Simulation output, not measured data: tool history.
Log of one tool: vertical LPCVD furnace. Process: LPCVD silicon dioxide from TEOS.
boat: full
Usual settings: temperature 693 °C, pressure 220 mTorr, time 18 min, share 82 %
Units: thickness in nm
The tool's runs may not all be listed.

| run | hour | temperature | pressure | time | share | wafers since the last listed run | hours since the last temperature calibration | hours since the pressure gauge was zeroed | hours since the TEOS flow controller was replaced | hours since the gauge calibration | read-back reference wafer on the same gauge, thickness | thickness |
|---|---|---|---|---|---|---|---|---|---|---|---|---|
| 1 | 0 | 693 | 220 | 18 | 82 | 0 | 3063.2 | 2708.8 | 3538.9 | 472 | 78.8 | 96.34 |
| 2 | 93.6 | 693 | 220 | 21.5 | 82 | 1762 | 3156.8 | 2802.4 | 3632.5 | 565.6 | 78.79 | 115.08 |
| 3 | 134.1 | 693 | 220 | 18 | 82 | 762 | 3197.3 | 2842.9 | 3673 | 606.1 | 78.75 | 96.39 |
| 4 | 185.2 | 693 | 220 | 18 | 82 | 962 | 3248.4 | 2894 | 3724.1 | 657.2 | 78.78 | 95.72 |
| 5 | 282.8 | 693 | 220 | 18 | 82 | 1837 | 3346 | 2991.6 | 3821.7 | 754.8 | 78.82 | 96.03 |
| 6 | 353.9 | 693 | 220 | 13.5 | 73 | 1338 | 3417.1 | 3062.7 | 3892.8 | 825.9 | 78.7 | 68.1 |
| 7 | 432.7 | 693 | 220 | 13.5 | 73 | 1483 | 3495.9 | 3141.5 | 3971.6 | 904.7 | 78.77 | 68.23 |
| 8 | 497.4 | 693 | 220 | 13.5 | 73 | 1218 | 3560.6 | 3206.2 | 4036.3 | 969.4 | 78.83 | 67.93 |
| 9 | 576 | 693 | 220 | 21 | 82 | 1479 | 3639.2 | 3284.8 | 4114.9 | 1048 | 78.8 | 112.87 |
| 10 | 636.8 | 693 | 220 | 21 | 82 | 1144 | 3700 | 3345.6 | 4175.7 | 1108.8 | 78.87 | 112.7 |
| 11 | 678.9 | 693 | 220 | 21 | 82 | 792 | 3742.1 | 3387.7 | 4217.8 | 1150.9 | 78.82 | 112.25 |
| 12 | 725.1 | 699 | 220 | 18 | 82 | 869 | 3788.3 | 3433.9 | 4264 | 1197.1 | 78.75 | 111.01 |
| 13 | 777.7 | 693 | 220 | 24 | 95 | 990 | 3840.9 | 3486.5 | 4316.6 | 1249.7 | 78.8 | 138.16 |
|  | 784 | gauge calibrated |
|  | 843.7 | TEOS flow controller replaced |
| 14 | 977.2 | 693 | 220 | 18 | 82 | 3304 | 4040.4 | 3686 | 133.5 | 193.2 | 78.81 | 96.43 |

Forecast run 15:
| 15 | 1029.3 | 693 | 205 | 18 | 82 | 980 | 4092.5 | 3738.1 | 185.6 | 245.3 | ? | ? |

{"run 15": {"read-back reference wafer on the same gauge, thickness": 78.79, "thickness": 92.7}}
Without the tool's hidden state the same run would have given thickness 92.7 nm.

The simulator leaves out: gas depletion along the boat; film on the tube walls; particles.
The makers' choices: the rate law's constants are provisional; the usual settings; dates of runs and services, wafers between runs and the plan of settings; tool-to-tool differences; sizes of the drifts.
